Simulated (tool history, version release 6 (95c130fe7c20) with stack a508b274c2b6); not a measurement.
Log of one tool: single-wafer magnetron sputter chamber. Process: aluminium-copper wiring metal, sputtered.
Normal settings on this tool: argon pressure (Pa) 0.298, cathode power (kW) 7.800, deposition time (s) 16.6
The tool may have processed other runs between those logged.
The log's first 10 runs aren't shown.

run	hour	argon pressure (Pa)	cathode power (kW)	deposition time (s)	read-back reference wafer on the same gauge, thickness_nm	mean film thickness on the monitor wafer (nm)
11	356.2	0.298	7.800	16.6	278.904	244.347
12	386.1	0.298	9.250	15.5	278.951	256.090
13	416.2	0.298	9.250	15.5	278.789	257.018
14	446.7	0.298	9.250	15.5	279.004	253.565
15	476.1	0.298	7.800	16.6	278.959	242.506
16	495.6	0.298	7.800	16.6	279.009	242.607
# hour 510.5: sputter target and shields replaced
17	514.8	0.210	7.800	16.6	278.948	249.502
18	550.3	0.194	7.800	16.6	278.877	251.404
19	582.3	0.298	6.050	19.7	278.997	243.182
20	617.5	0.369	7.200	16.6	278.816	224.051
# hour 688.6: magnet pack replaced
21	702.0	0.298	5.900	15.2	279.202	184.559
22	716.8	0.225	6.400	19.7	278.713	259.727
# hour 743.0: gauge calibrated
23	749.6	0.298	6.200	16.6	278.867	208.984
# hour 760.1: capacitance manometer re-zeroed and calibrated
24	784.4	0.298	7.800	16.6	279.310	243.031
25	796.5	0.242	7.800	16.6	278.602	245.053
26	810.4	0.204	6.750	19.5	279.331	268.052
27	846.1	0.262	9.000	14.0	278.763	228.816
28	872.7	0.195	9.450	14.6	278.914	253.296
# hour 896.0: sputter target and shields replaced
29	896.5	0.298	9.100	17.9	279.057	291.670
30	908.7	0.298	7.800	16.6	278.814	242.328
31	939.1	0.298	7.800	16.6	278.987	242.751
32	1010.7	0.298	7.800	16.6	278.955	243.251

What if the next run were any one of these 4? Each begins from the tool's condition after run 32:
A	1011.1	0.298	7.800	17.8	?	?
B	1011.1	0.245	6.200	16.6	?	?
C	1011.1	0.248	6.450	19.6	?	?
D	1011.1	0.232	7.800	15.5	?	?

run	read-back reference wafer on the same gauge, thickness_nm	mean film thickness on the monitor wafer (nm)
A	278.952	260.118
B	278.952	212.465
C	278.952	257.033
D	278.952	232.246
Take away the tool's hidden state, keep each run's random variation, and the runs would have read:
run	mean film thickness on the monitor wafer (nm)
A	260.118
B	212.465
C	257.033
D	232.246
